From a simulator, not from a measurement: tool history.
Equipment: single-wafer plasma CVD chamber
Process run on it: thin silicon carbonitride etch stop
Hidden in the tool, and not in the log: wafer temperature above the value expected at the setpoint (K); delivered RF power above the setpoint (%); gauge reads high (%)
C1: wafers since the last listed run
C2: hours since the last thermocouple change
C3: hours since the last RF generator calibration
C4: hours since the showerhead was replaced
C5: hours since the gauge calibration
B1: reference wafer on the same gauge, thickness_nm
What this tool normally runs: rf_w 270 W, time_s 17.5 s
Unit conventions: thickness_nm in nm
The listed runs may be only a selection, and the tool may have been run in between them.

Run 1, hour 0: usual settings; C1 0; C2 1416.8; C3 2094.5; C4 3602.9; C5 97.5; B1 12.424. Result: thickness_nm 10.819 nm.
Run 2, hour 7.9: usual settings; C1 116; C2 1424.7; C3 2102.4; C4 3610.8; C5 105.4; B1 12.389. Result: thickness_nm 10.854 nm.
Run 3, hour 24.5: usual settings; C1 244; C2 1441.3; C3 2119; C4 3627.4; C5 122; B1 12.407. Result: thickness_nm 10.88 nm.
Run 4, hour 34.8: usual settings; C1 151; C2 1451.6; C3 2129.3; C4 3637.7; C5 132.3; B1 12.413. Result: thickness_nm 10.889 nm.
Run 5, hour 42.7: usual settings; C1 116; C2 1459.5; C3 2137.2; C4 3645.6; C5 140.2; B1 12.386. Result: thickness_nm 10.794 nm.
Run 6, hour 54.2: usual settings but rf_w 255 W, time_s 15.9 s; C1 169; C2 1471; C3 2148.7; C4 3657.1; C5 151.7; B1 12.414. Result: thickness_nm 9.526 nm.
Run 7, hour 61.5: usual settings but rf_w 255 W, time_s 15.9 s; C1 107; C2 1478.3; C3 2156; C4 3664.4; C5 159; B1 12.396. Result: thickness_nm 9.707 nm.
Run 8, hour 69.2: usual settings; C1 113; C2 1486; C3 2163.7; C4 3672.1; C5 166.7; B1 12.398. Result: thickness_nm 10.805 nm.
At hour 86.3: RF generator calibrated.
At hour 110.9: showerhead replaced.
At hour 118: thermocouple changed; heater temperature recalibrated.
Run 9, hour 120.6: usual settings; C1 416; C2 2.6; C3 34.3; C4 9.7; C5 218.1; B1 12.396. Result: thickness_nm 10.814 nm.
At hour 122.6: gauge calibrated.
Run 10, hour 129.4: usual settings but rf_w 260 W, time_s 14.9 s; C1 129; C2 11.4; C3 43.1; C4 18.5; C5 6.8; B1 12.432. Result: thickness_nm 9.027 nm.
Run 11, hour 138.1: usual settings but time_s 18.9 s; C1 127; C2 20.1; C3 51.8; C4 27.2; C5 15.5; B1 12.39. Result: thickness_nm 11.665 nm.
Run 12, hour 159.3: usual settings but rf_w 215 W, time_s 15 s; C1 311; C2 41.3; C3 73; C4 48.4; C5 36.7; B1 12.393. Result: thickness_nm 8.633 nm.
Run 13, hour 174: usual settings but rf_w 255 W, time_s 18.4 s; C1 216; C2 56; C3 87.7; C4 63.1; C5 51.4; B1 12.401. Result: thickness_nm 11.181 nm.
Run 14, hour 188.3: usual settings; C1 210; C2 70.3; C3 102; C4 77.4; C5 65.7; B1 12.406. Result: thickness_nm 10.879 nm.
Run 15, hour 200: usual settings but rf_w 295 W, time_s 19.3 s; C1 172; C2 82; C3 113.7; C4 89.1; C5 77.4; B1 12.407. Result: thickness_nm 12.259 nm.
Run 16, hour 209.3: usual settings; C1 136; C2 91.3; C3 123; C4 98.4; C5 86.7; B1 12.422. Result: thickness_nm 10.777 nm.
Run 17, hour 217: usual settings but rf_w 285 W, time_s 14.6 s; C1 113; C2 99; C3 130.7; C4 106.1; C5 94.4; B1 12.392. Result: thickness_nm 9.265 nm.
Run 18, hour 233.5: usual settings but rf_w 255 W, time_s 15.9 s; C1 242; C2 115.5; C3 147.2; C4 122.6; C5 110.9; B1 12.393. Result: thickness_nm 9.676 nm.
Run 19, hour 241.5: usual settings but rf_w 295 W, time_s 20.1 s; C1 117; C2 123.5; C3 155.2; C4 130.6; C5 118.9; B1 12.38. Result: thickness_nm 12.848 nm.
Run 20, hour 254.1: usual settings but rf_w 220 W, time_s 16.1 s; C1 185; C2 136.1; C3 167.8; C4 143.2; C5 131.5; B1 12.396. Result: thickness_nm 9.314 nm.

List, for all runs, the conditions of the tool that the log does not record:
wafer temperature above the value expected at the setpoint (K): 0 across all the runs
delivered RF power above the setpoint (%): 0 across all the runs
gauge reads high (%): 0 across all the runs
